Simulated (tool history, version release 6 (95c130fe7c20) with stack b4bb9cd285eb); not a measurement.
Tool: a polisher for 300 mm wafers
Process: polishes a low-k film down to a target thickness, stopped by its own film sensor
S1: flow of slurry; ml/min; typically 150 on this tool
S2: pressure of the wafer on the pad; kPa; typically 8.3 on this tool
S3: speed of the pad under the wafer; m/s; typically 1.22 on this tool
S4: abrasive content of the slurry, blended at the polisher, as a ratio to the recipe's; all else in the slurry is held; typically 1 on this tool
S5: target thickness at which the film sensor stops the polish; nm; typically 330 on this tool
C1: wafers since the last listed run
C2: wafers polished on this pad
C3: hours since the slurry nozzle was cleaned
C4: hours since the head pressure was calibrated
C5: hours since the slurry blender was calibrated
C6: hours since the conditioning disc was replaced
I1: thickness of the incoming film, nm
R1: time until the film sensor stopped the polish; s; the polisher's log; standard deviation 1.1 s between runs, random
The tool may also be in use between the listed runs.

run,hour,S1,S2,S3,S4,S5,C1,C2,C3,C4,C5,C6,I1,R1
1,0,150,8.3,1.22,1,330,0,558,400.9,1035.3,20.5,132.8,368.3,105.6
# hour 35.9: worn pad replaced by a new one
2,36.4,150,8.3,1.22,0.9,330,236,3,437.3,1071.7,56.9,169.2,373,122.9
3,55.8,150,8.3,1.22,0.9,330,141,145,456.7,1091.1,76.3,188.6,368.6,112.9
4,72,150,8.3,1.22,1,330,118,263,472.9,1107.3,92.5,204.8,377.9,134.4
5,104,150,8.3,1.22,1,330,233,497,504.9,1139.3,124.5,236.8,367.5,105.1
# hour 123.7: conditioning disc replaced and pad reconditioned
6,124.2,150,8.3,1.22,1,330,132,630,525.1,1159.5,144.7,0.5,374.8,127
# hour 149.2: worn pad replaced by a new one
7,154.4,150,8.3,1.22,1,330,191,38,555.3,1189.7,174.9,30.7,371.9,119.3
8,168.1,150,8.3,1.22,1,330,99,138,569,1203.4,188.6,44.4,368.5,109.1
9,201.3,150,8.3,1.22,1,330,242,380,602.2,1236.6,221.8,77.6,376.8,133
# hour 206.4: slurry nozzle cleaned
10,219.2,150,8.3,1.22,1,330,123,503,12.8,1254.5,239.7,95.5,369.7,118.4
11,241.2,150,8.3,1.22,1,330,160,664,34.8,1276.5,261.7,117.5,375.1,136.4
# hour 248.6: worn pad replaced by a new one
12,261.3,150,8.3,1.22,1.25,330,117,92,54.9,1296.6,281.8,137.6,371.4,116.9
13,277.8,150,7.6,1.22,1,330,120,213,71.4,1313.1,298.3,154.1,372,135.7
# hour 290.8: slurry nozzle cleaned, repeated, since the last time left the tool worse
14,294.4,150,8.3,1.22,1,330,113,327,3.6,1329.7,314.9,170.7,366.4,98.9
# hour 309.4: slurry blender recalibrated
15,315.1,150,8.3,1.22,1,330,136,463,24.3,1350.4,5.7,191.4,374,121
# hour 334.8: conditioning disc replaced and pad reconditioned
# hour 350.6: worn pad replaced by a new one
16,386.2,195,8.3,1.22,1,330,475,259,95.4,1421.5,76.8,51.4,372.4,108.3
# hour 401.7: head pressure recalibrated
17,419.9,150,10.3,1.22,1,318,231,491,129.1,18.2,110.5,85.1,365,101.7
18,453,150,8.3,1.22,1,339,241,732,162.2,51.3,143.6,118.2,367.8,76.9
# hour 466.3: worn pad replaced by a new one
19,485,130,8.3,1.22,1,330,204,136,194.2,83.3,175.6,150.2,374.4,126.8
20,518.5,200,5.5,1.22,0.85,344,244,380,227.7,116.8,209.1,183.7,363.9,80.4

What will run 21 give?
21,554.4,150,8.3,1.22,1,330,262,642,263.6,152.7,245,219.6,371.7,?

R1: 113.8 s
Were there no unlogged condition in the tool, this run, its random variation unchanged, would have produced R1 112.1 s.

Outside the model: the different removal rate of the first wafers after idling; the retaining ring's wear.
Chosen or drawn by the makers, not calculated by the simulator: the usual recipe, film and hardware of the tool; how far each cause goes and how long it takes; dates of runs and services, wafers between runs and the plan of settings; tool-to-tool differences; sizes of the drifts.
